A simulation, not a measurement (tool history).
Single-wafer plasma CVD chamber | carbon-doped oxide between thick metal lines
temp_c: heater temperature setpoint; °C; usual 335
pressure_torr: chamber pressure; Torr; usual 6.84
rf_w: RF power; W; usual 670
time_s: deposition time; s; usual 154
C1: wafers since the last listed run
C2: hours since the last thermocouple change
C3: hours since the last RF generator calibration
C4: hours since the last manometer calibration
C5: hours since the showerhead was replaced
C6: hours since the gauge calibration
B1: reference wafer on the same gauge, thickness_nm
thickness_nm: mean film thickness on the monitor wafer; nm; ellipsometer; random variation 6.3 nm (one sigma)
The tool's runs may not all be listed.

run 1 hour=0 | temp_c=335 pressure_torr=6.84 rf_w=670 time_s=154 | C1=0 C2=2522.4 C3=732.7 C4=1094.8 C5=6108.9 C6=772.1 | B1=1108.964 | thickness_nm=1052.37
run 2 hour=18.2 | temp_c=335 pressure_torr=6.84 rf_w=670 time_s=154 | C1=187 C2=2540.6 C3=750.9 C4=1113 C5=6127.1 C6=790.3 | B1=1112.997 | thickness_nm=1046.145
run 3 hour=34.5 | temp_c=335 pressure_torr=6.84 rf_w=700 time_s=154 | C1=167 C2=2556.9 C3=767.2 C4=1129.3 C5=6143.4 C6=806.6 | B1=1114.503 | thickness_nm=1062.74
run 4 hour=57.7 | temp_c=335 pressure_torr=6.84 rf_w=670 time_s=154 | C1=238 C2=2580.1 C3=790.4 C4=1152.5 C5=6166.6 C6=829.8 | B1=1109.365 | thickness_nm=1051.344
run 5 hour=88.1 | temp_c=335 pressure_torr=6.84 rf_w=670 time_s=154 | C1=312 C2=2610.5 C3=820.8 C4=1182.9 C5=6197 C6=860.2 | B1=1106.932 | thickness_nm=1051.145
-- hour=115.7 RF generator calibrated
run 6 hour=116.2 | temp_c=335 pressure_torr=6.84 rf_w=670 time_s=154 | C1=206 C2=2638.6 C3=0.5 C4=1211 C5=6225.1 C6=888.3 | B1=1111.398 | thickness_nm=1024.129
-- hour=133.4 gauge calibrated
run 7 hour=139.7 | temp_c=335 pressure_torr=6.84 rf_w=670 time_s=154 | C1=241 C2=2662.1 C3=24 C4=1234.5 C5=6248.6 C6=6.3 | B1=1112.451 | thickness_nm=1032.232
run 8 hour=155.2 | temp_c=335 pressure_torr=6.84 rf_w=670 time_s=154 | C1=159 C2=2677.6 C3=39.5 C4=1250 C5=6264.1 C6=21.8 | B1=1111.446 | thickness_nm=1015.127
-- hour=167.8 showerhead replaced
run 9 hour=168.3 | temp_c=335 pressure_torr=6.84 rf_w=670 time_s=176 | C1=52 C2=2690.7 C3=52.6 C4=1263.1 C5=0.5 C6=34.9 | B1=1108.739 | thickness_nm=1173.979
run 10 hour=189 | temp_c=335 pressure_torr=6.84 rf_w=670 time_s=154 | C1=212 C2=2711.4 C3=73.3 C4=1283.8 C5=21.2 C6=55.6 | B1=1109.297 | thickness_nm=1034.642
-- hour=230.2 thermocouple changed; heater temperature recalibrated
run 11 hour=230.7 | temp_c=335 pressure_torr=6.84 rf_w=570 time_s=136 | C1=346 C2=0.5 C3=115 C4=1325.5 C5=62.9 C6=97.3 | B1=1113.123 | thickness_nm=840.816
run 12 hour=242.7 | temp_c=325 pressure_torr=5.96 rf_w=730 time_s=133 | C1=123 C2=12.5 C3=127 C4=1337.5 C5=74.9 C6=109.3 | B1=1110.613 | thickness_nm=935.732
run 13 hour=257.6 | temp_c=335 pressure_torr=6.03 rf_w=670 time_s=183 | C1=153 C2=27.4 C3=141.9 C4=1352.4 C5=89.8 C6=124.2 | B1=1111.762 | thickness_nm=1203.322
-- hour=273.9 RF generator calibrated, repeated, since the last time left the tool worse
run 14 hour=288 | temp_c=335 pressure_torr=5.29 rf_w=550 time_s=167 | C1=230 C2=57.8 C3=14.1 C4=1382.8 C5=120.2 C6=154.6 | B1=1109.899 | thickness_nm=1033.987
run 15 hour=316.1 | temp_c=335 pressure_torr=6.84 rf_w=670 time_s=154 | C1=288 C2=85.9 C3=42.2 C4=1410.9 C5=148.3 C6=182.7 | B1=1107.136 | thickness_nm=1072.867
run 16 hour=342.8 | temp_c=339 pressure_torr=6.84 rf_w=585 time_s=154 | C1=274 C2=112.6 C3=68.9 C4=1437.6 C5=175 C6=209.4 | B1=1108.355 | thickness_nm=988.401
run 17 hour=377.5 | temp_c=321 pressure_torr=8 rf_w=605 time_s=154 | C1=356 C2=147.3 C3=103.6 C4=1472.3 C5=209.7 C6=244.1 | B1=1108.925 | thickness_nm=1059.943
run 18 hour=406 | temp_c=347 pressure_torr=5.88 rf_w=735 time_s=162 | C1=293 C2=175.8 C3=132.1 C4=1500.8 C5=238.2 C6=272.6 | B1=1111.601 | thickness_nm=1124.273
run 19 hour=421.4 | temp_c=325 pressure_torr=6.02 rf_w=730 time_s=185 | C1=158 C2=191.2 C3=147.5 C4=1516.2 C5=253.6 C6=288 | B1=1109.814 | thickness_nm=1351.145
-- hour=448.6 capacitance manometer re-zeroed and calibrated
run 20 hour=449.1 | temp_c=335 pressure_torr=7.84 rf_w=670 time_s=123 | C1=202 C2=218.9 C3=175.2 C4=0.5 C5=281.3 C6=315.7 | B1=1109.616 | thickness_nm=859.672
run 21 hour=473.9 | temp_c=323 pressure_torr=8.17 rf_w=565 time_s=167 | C1=255 C2=243.7 C3=200 C4=25.3 C5=306.1 C6=340.5 | B1=1110.982 | thickness_nm=1122.484
run 22 hour=500.8 | temp_c=335 pressure_torr=6.84 rf_w=670 time_s=154 | C1=276 C2=270.6 C3=226.9 C4=52.2 C5=333 C6=367.4 | B1=1109.642 | thickness_nm=1068.959
run 23 hour=516.2 | temp_c=324 pressure_torr=6.84 rf_w=670 time_s=154 | C1=158 C2=286 C3=242.3 C4=67.6 C5=348.4 C6=382.8 | B1=1109.234 | thickness_nm=1103.251
run 24 hour=535.6 | temp_c=335 pressure_torr=6.84 rf_w=670 time_s=154 | C1=199 C2=305.4 C3=261.7 C4=87 C5=367.8 C6=402.2 | B1=1111.13 | thickness_nm=1068.212
run 25 hour=550.1 | temp_c=335 pressure_torr=6.84 rf_w=670 time_s=154 | C1=149 C2=319.9 C3=276.2 C4=101.5 C5=382.3 C6=416.7 | B1=1114.294 | thickness_nm=1072.337
run 26 hour=585.2 | temp_c=328 pressure_torr=8.29 rf_w=590 time_s=143 | C1=360 C2=355 C3=311.3 C4=136.6 C5=417.4 C6=451.8 | B1=1109.917 | thickness_nm=961.288
run 27 hour=604.7 | temp_c=330 pressure_torr=8.55 rf_w=565 time_s=140 | C1=200 C2=374.5 C3=330.8 C4=156.1 C5=436.9 C6=471.3 | B1=1106.38 | thickness_nm=917.584
run 28 hour=629.2 | temp_c=335 pressure_torr=6.84 rf_w=670 time_s=173 | C1=251 C2=399 C3=355.3 C4=180.6 C5=461.4 C6=495.8 | B1=1110.614 | thickness_nm=1195.201

4 ways to go on from here, each from the tool as it stands after run 28. What would each give?
run A hour=629.6 | temp_c=341 pressure_torr=6.84 rf_w=670 time_s=154 | C1=4 C2=399.4 C3=355.7 C4=181 C5=461.8 C6=496.2 | B1=? | thickness_nm=?
run B hour=629.6 | temp_c=335 pressure_torr=7.56 rf_w=670 time_s=154 | C1=4 C2=399.4 C3=355.7 C4=181 C5=461.8 C6=496.2 | B1=? | thickness_nm=?
run C hour=629.6 | temp_c=341 pressure_torr=6.21 rf_w=705 time_s=128 | C1=4 C2=399.4 C3=355.7 C4=181 C5=461.8 C6=496.2 | B1=? | thickness_nm=?
run D hour=629.6 | temp_c=347 pressure_torr=6.06 rf_w=770 time_s=144 | C1=4 C2=399.4 C3=355.7 C4=181 C5=461.8 C6=496.2 | B1=? | thickness_nm=?

run=A B1=1109.518 thickness_nm=1040.741
run=B B1=1109.518 thickness_nm=1061.723
run=C B1=1109.518 thickness_nm=882.461
run=D B1=1109.518 thickness_nm=1017.585
Without the tool's hidden state the same runs would have given:
run=A thickness_nm=1051.38
run=B thickness_nm=1072.577
run=C thickness_nm=891.482
run=D thickness_nm=1027.987

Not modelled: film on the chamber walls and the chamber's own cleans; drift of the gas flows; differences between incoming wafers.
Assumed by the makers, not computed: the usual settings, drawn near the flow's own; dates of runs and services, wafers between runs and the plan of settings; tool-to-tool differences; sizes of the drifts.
